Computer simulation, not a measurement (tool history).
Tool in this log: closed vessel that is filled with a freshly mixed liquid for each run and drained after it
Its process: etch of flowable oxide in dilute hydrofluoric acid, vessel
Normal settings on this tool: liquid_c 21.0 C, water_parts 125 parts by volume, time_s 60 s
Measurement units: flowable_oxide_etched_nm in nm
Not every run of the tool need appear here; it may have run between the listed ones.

run,hour,liquid_c,water_parts,time_s,"read-back film thickness of the flowable oxide reference wafer, read on the same gauge (nm)",flowable_oxide_etched_nm
1,0.0,21.0,125,45,68.54,11.91
2,65.3,21.0,125,45,68.27,12.01
3,106.4,21.0,125,60,68.17,15.61
4,135.9,21.0,125,60,68.02,15.68
# hour 185.9: thermometer replaced
# hour 265.8: gauge calibrated
5,306.3,18.0,125,60,70.26,14.29
6,341.4,18.0,125,60,70.25,14.19
7,383.6,21.0,80,60,70.25,26.65
# hour 431.3: hydrofluoric acid flow meter replaced
8,442.0,21.0,80,60,70.22,26.83
9,470.4,21.0,125,85,70.20,23.05
10,536.0,21.0,125,60,70.16,16.60
11,570.5,21.0,90,60,70.13,23.84
12,610.4,17.5,110,40,70.01,10.73
13,671.3,17.0,165,60,69.94,9.95
14,729.2,23.5,95,30,69.83,12.25
15,789.1,21.0,125,60,69.70,16.03
16,849.2,21.0,125,60,69.63,15.97
# hour 877.6: thermometer replaced
17,903.7,21.0,125,50,69.42,13.37
18,956.5,17.0,100,60,69.32,17.58
19,1026.1,21.0,95,60,69.11,21.58
20,1059.2,25.0,175,30,69.00,6.30
21,1086.3,21.0,85,30,68.88,12.26
22,1113.0,21.0,125,60,68.81,16.05
23,1144.2,17.0,80,50,68.73,18.50
24,1179.1,21.0,95,60,68.57,21.71
25,1238.1,22.5,180,85,68.32,15.56
26,1373.9,21.0,125,60,67.78,15.72
27,1425.6,21.0,125,75,67.47,19.74
28,1452.4,21.0,125,60,67.40,15.61
29,1504.0,17.0,110,35,67.13,8.85
30,1541.1,17.0,110,35,66.90,8.81
# hour 1553.2: thermometer replaced
31,1580.1,18.0,105,80,66.67,21.92
32,1638.0,21.0,90,60,66.35,22.29
33,1699.2,21.0,125,75,66.00,18.72

State the hidden condition of the tool at each of the runs:
liquid colder than its thermometer reads (K): 0 at every run
hydrofluoric acid flow above the setpoint (%): 0 at every run
H1: gauge reads high (%)
run,H1
1,-2.09
2,-2.45
3,-2.68
4,-2.86
5,0.42
6,0.408
7,0.384
8,0.333
9,0.301
10,0.208
11,0.149
12,0.0724
13,-0.0631
14,-0.212
15,-0.388
16,-0.585
17,-0.782
18,-0.99
19,-1.29
20,-1.44
21,-1.57
22,-1.7
23,-1.86
24,-2.05
25,-2.38
26,-3.22
27,-3.57
28,-3.75
29,-4.12
30,-4.4
31,-4.7
32,-5.16
33,-5.67
